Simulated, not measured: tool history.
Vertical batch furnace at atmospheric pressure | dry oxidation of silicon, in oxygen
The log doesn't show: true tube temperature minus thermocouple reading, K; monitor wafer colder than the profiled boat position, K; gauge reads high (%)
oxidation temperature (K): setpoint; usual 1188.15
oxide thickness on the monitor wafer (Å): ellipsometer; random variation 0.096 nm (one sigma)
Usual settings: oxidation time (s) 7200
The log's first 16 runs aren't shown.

run	hour	oxidation temperature (K)	oxidation time (s)	wafers since the last listed run	hours since the last temperature calibration	hours since the boat lift was adjusted	hours since the gauge calibration	read-back reference wafer on the same gauge, thickness	oxide thickness on the monitor wafer (Å)
17	1260.0	1205.15	4080	322	3649.0	761.1	2945.4	34.10	322.2
18	1335.6	1188.15	10170	596	3724.6	836.7	3021.0	34.14	485.7
19	1408.7	1181.15	4890	576	3797.7	909.8	3094.1	34.16	294.1
20	1508.6	1188.15	7200	787	3897.6	1009.7	3194.0	34.18	387.5
# hour 1531.0: gauge calibrated
21	1569.5	1188.15	7200	480	3958.5	1070.6	38.5	33.53	383.5
22	1610.2	1200.15	10470	320	3999.2	1111.3	79.2	33.57	549.6
23	1651.8	1210.15	7200	328	4040.8	1152.9	120.8	33.53	469.9
# hour 1752.0: thermocouples replaced and temperature profile calibrated
24	1902.2	1188.15	7200	1785	150.2	1403.3	371.2	33.61	382.8
25	2001.3	1188.15	4080	781	249.3	1502.4	470.3	33.61	278.1
26	2168.4	1188.15	7200	1317	416.4	1669.5	637.4	33.65	385.0
27	2226.6	1167.15	8670	459	474.6	1727.7	695.6	33.70	355.0
28	2277.1	1188.15	7200	398	525.1	1778.2	746.1	33.65	385.3
29	2374.1	1210.15	3840	765	622.1	1875.2	843.1	33.68	321.4
30	2452.5	1205.15	9960	618	700.5	1953.6	921.5	33.70	556.3
31	2493.9	1196.15	4890	326	741.9	1995.0	962.9	33.68	328.6
32	2594.7	1178.15	10590	795	842.7	2095.8	1063.7	33.76	444.1
33	2683.7	1188.15	9750	701	931.7	2184.8	1152.7	33.78	467.0
34	2749.5	1188.15	7200	518	997.5	2250.6	1218.5	33.77	386.7
35	2824.8	1205.15	4140	593	1072.8	2325.9	1293.8	33.79	324.7
36	2913.1	1174.15	10380	696	1161.1	2414.2	1382.1	33.78	423.3
37	2986.4	1188.15	7200	578	1234.4	2487.5	1455.4	33.81	386.5
38	3088.6	1205.15	7200	806	1336.6	2589.7	1557.6	33.84	452.5

Forecast each of these 5 alternatives for the next run:
A	3094.8	1188.15	7200	48	1342.8	2595.9	1563.8	?	?
B	3094.8	1202.15	10740	48	1342.8	2595.9	1563.8	?	?
C	3094.8	1206.15	10590	48	1342.8	2595.9	1563.8	?	?
D	3094.8	1204.15	6210	48	1342.8	2595.9	1563.8	?	?
E	3094.8	1208.15	4830	48	1342.8	2595.9	1563.8	?	?

run	read-back reference wafer on the same gauge, thickness	oxide thickness on the monitor wafer (Å)
A	33.82	387.5
B	33.82	574.8
C	33.82	592.8
D	33.82	409.5
E	33.82	364.1
Without the tool's hidden state the same runs would have given:
run	oxide thickness on the monitor wafer (Å)
A	384.8
B	570.9
C	588.7
D	406.7
E	361.6
